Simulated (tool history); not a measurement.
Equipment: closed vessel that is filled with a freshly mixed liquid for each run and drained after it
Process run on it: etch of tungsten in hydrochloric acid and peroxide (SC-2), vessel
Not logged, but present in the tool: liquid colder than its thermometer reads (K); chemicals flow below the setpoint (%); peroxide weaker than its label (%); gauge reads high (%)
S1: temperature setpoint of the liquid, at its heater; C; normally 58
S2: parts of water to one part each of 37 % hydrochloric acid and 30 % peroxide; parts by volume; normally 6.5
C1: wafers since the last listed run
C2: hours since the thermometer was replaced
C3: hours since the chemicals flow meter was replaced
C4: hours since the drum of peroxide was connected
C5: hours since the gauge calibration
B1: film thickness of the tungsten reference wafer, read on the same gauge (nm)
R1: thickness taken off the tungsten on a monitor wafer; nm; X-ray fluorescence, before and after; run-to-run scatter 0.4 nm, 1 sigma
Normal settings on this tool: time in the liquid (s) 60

{"run": 1, "hour": 0.0, "S1": 58, "S2": 6.5, "time in the liquid (s)": 40, "C1": 0, "C2": 2152.8, "C3": 1184.2, "C4": 313.7, "C5": 662.9, "B1": 100, "R1": 34.24}
{"run": 2, "hour": 37.3, "S1": 58, "S2": 6.5, "time in the liquid (s)": 60, "C1": 3509, "C2": 2190.1, "C3": 1221.5, "C4": 351, "C5": 700.2, "B1": 100.02, "R1": 51.01}
{"run": 3, "hour": 95.1, "S1": 58, "S2": 6.5, "time in the liquid (s)": 60, "C1": 5437, "C2": 2247.9, "C3": 1279.3, "C4": 408.8, "C5": 758, "B1": 99.98, "R1": 51.09}
{"run": 4, "hour": 144.1, "S1": 58, "S2": 6.5, "time in the liquid (s)": 60, "C1": 4609, "C2": 2296.9, "C3": 1328.3, "C4": 457.8, "C5": 807, "B1": 100.02, "R1": 50.42}
{"run": 5, "hour": 247.9, "S1": 58, "S2": 6.5, "time in the liquid (s)": 60, "C1": 9765, "C2": 2400.7, "C3": 1432.1, "C4": 561.6, "C5": 910.8, "B1": 100.02, "R1": 51.32}
{"run": 6, "hour": 316.2, "S1": 58, "S2": 6.5, "time in the liquid (s)": 60, "C1": 6425, "C2": 2469, "C3": 1500.4, "C4": 629.9, "C5": 979.1, "B1": 100, "R1": 50.61}
{"run": 7, "hour": 360.1, "S1": 55.5, "S2": 6.5, "time in the liquid (s)": 45, "C1": 4130, "C2": 2512.9, "C3": 1544.3, "C4": 673.8, "C5": 1023, "B1": 99.99, "R1": 32.6}
{"run": 8, "hour": 407.6, "S1": 58, "S2": 6.5, "time in the liquid (s)": 60, "C1": 4468, "C2": 2560.4, "C3": 1591.8, "C4": 721.3, "C5": 1070.5, "B1": 100.03, "R1": 51.37}
{"run": 9, "hour": 470.2, "S1": 58, "S2": 6.5, "time in the liquid (s)": 60, "C1": 5889, "C2": 2623, "C3": 1654.4, "C4": 783.9, "C5": 1133.1, "B1": 100.01, "R1": 51.06}
{"hour": 492.3, "done": "thermometer replaced"}
{"run": 10, "hour": 509.6, "S1": 58, "S2": 6.5, "time in the liquid (s)": 60, "C1": 3612, "C2": 17.3, "C3": 1693.8, "C4": 823.3, "C5": 1172.5, "B1": 100, "R1": 50.64}
{"run": 11, "hour": 576.1, "S1": 58, "S2": 6.5, "time in the liquid (s)": 50, "C1": 6256, "C2": 83.8, "C3": 1760.3, "C4": 889.8, "C5": 1239, "B1": 99.99, "R1": 42.42}
{"run": 12, "hour": 646.9, "S1": 58, "S2": 6.5, "time in the liquid (s)": 80, "C1": 6660, "C2": 154.6, "C3": 1831.1, "C4": 960.6, "C5": 1309.8, "B1": 100, "R1": 67.63}
{"run": 13, "hour": 684.9, "S1": 58, "S2": 6.5, "time in the liquid (s)": 60, "C1": 3575, "C2": 192.6, "C3": 1869.1, "C4": 998.6, "C5": 1347.8, "B1": 99.99, "R1": 50.45}
{"run": 14, "hour": 750.1, "S1": 67, "S2": 6.5, "time in the liquid (s)": 60, "C1": 6134, "C2": 257.8, "C3": 1934.3, "C4": 1063.8, "C5": 1413, "B1": 100, "R1": 90.63}
{"run": 15, "hour": 791.6, "S1": 64.5, "S2": 5, "time in the liquid (s)": 60, "C1": 3904, "C2": 299.3, "C3": 1975.8, "C4": 1105.3, "C5": 1454.5, "B1": 100, "R1": 94.23}
{"run": 16, "hour": 831.3, "S1": 58, "S2": 9.5, "time in the liquid (s)": 60, "C1": 3735, "C2": 339, "C3": 2015.5, "C4": 1145, "C5": 1494.2, "B1": 99.98, "R1": 37.26}
{"hour": 850.2, "done": "new drum of peroxide connected"}
{"run": 17, "hour": 876.6, "S1": 58, "S2": 7.5, "time in the liquid (s)": 90, "C1": 4167, "C2": 384.3, "C3": 2060.8, "C4": 26.4, "C5": 1539.5, "B1": 99.98, "R1": 67.65}
{"run": 18, "hour": 903.9, "S1": 55.5, "S2": 5.5, "time in the liquid (s)": 40, "C1": 2568, "C2": 411.6, "C3": 2088.1, "C4": 53.7, "C5": 1566.8, "B1": 99.98, "R1": 32.64}
{"run": 19, "hour": 966.3, "S1": 51, "S2": 8, "time in the liquid (s)": 75, "C1": 5870, "C2": 474, "C3": 2150.5, "C4": 116.1, "C5": 1629.2, "B1": 100, "R1": 33.77}
{"run": 20, "hour": 996.2, "S1": 67.5, "S2": 6.5, "time in the liquid (s)": 60, "C1": 2813, "C2": 503.9, "C3": 2180.4, "C4": 146, "C5": 1659.1, "B1": 100.02, "R1": 91.32}
{"run": 21, "hour": 1062.0, "S1": 58, "S2": 6.5, "time in the liquid (s)": 60, "C1": 6190, "C2": 569.7, "C3": 2246.2, "C4": 211.8, "C5": 1724.9, "B1": 100.02, "R1": 51.61}
{"run": 22, "hour": 1093.3, "S1": 61, "S2": 4, "time in the liquid (s)": 30, "C1": 2944, "C2": 601, "C3": 2277.5, "C4": 243.1, "C5": 1756.2, "B1": 100, "R1": 43.71}
{"run": 23, "hour": 1122.1, "S1": 58, "S2": 6.5, "time in the liquid (s)": 60, "C1": 2709, "C2": 629.8, "C3": 2306.3, "C4": 271.9, "C5": 1785, "B1": 99.98, "R1": 51.11}
{"hour": 1134.5, "done": "chemicals flow meter replaced"}
{"run": 24, "hour": 1193.1, "S1": 58, "S2": 6.5, "time in the liquid (s)": 60, "C1": 6585, "C2": 700.8, "C3": 58.6, "C4": 342.9, "C5": 1856, "B1": 99.99, "R1": 51.2}
{"hour": 1231.1, "done": "gauge calibrated"}
{"run": 25, "hour": 1252.9, "S1": 51.5, "S2": 8.5, "time in the liquid (s)": 35, "C1": 5626, "C2": 760.6, "C3": 118.4, "C4": 402.7, "C5": 21.8, "B1": 99.98, "R1": 15.78}
{"run": 26, "hour": 1310.5, "S1": 66.5, "S2": 9, "time in the liquid (s)": 80, "C1": 5419, "C2": 818.2, "C3": 176, "C4": 460.3, "C5": 79.4, "B1": 99.98, "R1": 88.44}
{"run": 27, "hour": 1360.6, "S1": 54.5, "S2": 5.5, "time in the liquid (s)": 60, "C1": 4713, "C2": 868.3, "C3": 226.1, "C4": 510.4, "C5": 129.5, "B1": 100.03, "R1": 45.62}
{"run": 28, "hour": 1415.3, "S1": 60.5, "S2": 6.5, "time in the liquid (s)": 60, "C1": 5146, "C2": 923, "C3": 280.8, "C4": 565.1, "C5": 184.2, "B1": 100.01, "R1": 59.56}
{"run": 29, "hour": 1453.6, "S1": 55.5, "S2": 4, "time in the liquid (s)": 95, "C1": 3603, "C2": 961.3, "C3": 319.1, "C4": 603.4, "C5": 222.5, "B1": 100.02, "R1": 98.86}
{"run": 30, "hour": 1518.7, "S1": 58, "S2": 6.5, "time in the liquid (s)": 60, "C1": 6124, "C2": 1026.4, "C3": 384.2, "C4": 668.5, "C5": 287.6, "B1": 100.01, "R1": 51.26}
{"run": 31, "hour": 1682.2, "S1": 58, "S2": 8.5, "time in the liquid (s)": 60, "C1": 15382, "C2": 1189.9, "C3": 547.7, "C4": 832, "C5": 451.1, "B1": 100, "R1": 40.93}

What was the tool's hidden state at every run in the log?
liquid colder than its thermometer reads (K): 0 at every run
chemicals flow below the setpoint (%): 0 at every run
peroxide weaker than its label (%): 0 at every run
gauge reads high (%): 0 at every run
